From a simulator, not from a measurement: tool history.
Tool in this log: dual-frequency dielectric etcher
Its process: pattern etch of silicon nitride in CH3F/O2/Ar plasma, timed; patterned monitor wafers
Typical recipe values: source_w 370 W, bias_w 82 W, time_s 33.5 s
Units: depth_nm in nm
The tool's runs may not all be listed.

| run | hour | source_w | bias_w | time_s | read-back reference wafer on the same gauge, depth_nm | depth_nm |
|---|---|---|---|---|---|---|
| 1 | 0 | 370 | 82 | 33.5 | 26.36 | 24.65 |
| 2 | 6.4 | 370 | 82 | 33.5 | 26.21 | 24.53 |
| 3 | 16.5 | 370 | 82 | 33.5 | 26.37 | 24.61 |
| 4 | 26.4 | 370 | 82 | 33.5 | 26.29 | 24.32 |
| 5 | 37.4 | 370 | 82 | 33.5 | 26.33 | 24.51 |
| 6 | 45.1 | 370 | 82 | 33.5 | 26.3 | 24.58 |
| 7 | 56 | 370 | 82 | 33.5 | 26.3 | 24.54 |
| 8 | 65.9 | 370 | 82 | 33.5 | 26.28 | 24.39 |
| 9 | 79.2 | 370 | 82 | 33.5 | 26.27 | 24.43 |
| 10 | 99.3 | 370 | 82 | 33.5 | 26.31 | 24.16 |
|  | 115.1 | bias power generator calibrated |
|  | 126.4 | gauge calibrated |
|  | 127.1 | wet clean of the chamber |
| 11 | 127.6 | 370 | 82 | 33.5 | 26.26 | 23.42 |
| 12 | 127.9 | 300 | 82 | 37 | 26.26 | 24.64 |
|  | 144.4 | source power generator calibrated |
| 13 | 144.9 | 450 | 63 | 39 | 26.3 | 26.11 |
|  | 172.1 | wet clean of the chamber, repeated, since the last time left the tool worse |
|  | 175.2 | upper electrode replaced |
| 14 | 175.7 | 370 | 82 | 43 | 26.25 | 32.34 |
| 15 | 176 | 410 | 64 | 25 | 26.3 | 17.35 |
| 16 | 176.3 | 410 | 82 | 39.5 | 26.25 | 30.31 |
| 17 | 186.4 | 300 | 95 | 38 | 26.28 | 28.71 |
| 18 | 200.2 | 370 | 82 | 33.5 | 26.36 | 25.4 |
| 19 | 212.1 | 370 | 76 | 41.5 | 26.24 | 30.45 |
| 20 | 224.4 | 390 | 82 | 30.5 | 26.31 | 23.15 |
| 21 | 236.7 | 370 | 82 | 33.5 | 26.29 | 24.97 |

How would selected steps in depth_nm from run to run divide? Give the signed amount a tool lacking its hidden state would still show from settings, what came in and random variation, and the signed amount left for the hidden state, including any gauge scatter that is not in both of the compared results.
What the log doesn't record here: etch rate over this chamber's usual, %; source power that arrives over what is set, %; bias power that arrives over what is set, %; gauge reads high (%).
Run 10 -> 11: bias power generator calibrated, gauge calibrated, wet clean of the chamber. depth_nm -0.74 nm: hidden state -0.87, all else +0.13.
Run 13 -> 14: source_w 450 -> 370, bias_w 63 -> 82, time_s 39 -> 43, wet clean of the chamber, repeated, since the last time left the tool worse, upper electrode replaced. depth_nm +6.23 nm: hidden state +1.89, all else +4.34.
Run 14 -> 15: source_w 370 -> 410, bias_w 82 -> 64, time_s 43 -> 25. depth_nm -14.99 nm: hidden state -0.01, all else -14.98.
Run 15 -> 16: bias_w 64 -> 82, time_s 25 -> 39.5. depth_nm +12.96 nm: hidden state +0.01, all else +12.95.

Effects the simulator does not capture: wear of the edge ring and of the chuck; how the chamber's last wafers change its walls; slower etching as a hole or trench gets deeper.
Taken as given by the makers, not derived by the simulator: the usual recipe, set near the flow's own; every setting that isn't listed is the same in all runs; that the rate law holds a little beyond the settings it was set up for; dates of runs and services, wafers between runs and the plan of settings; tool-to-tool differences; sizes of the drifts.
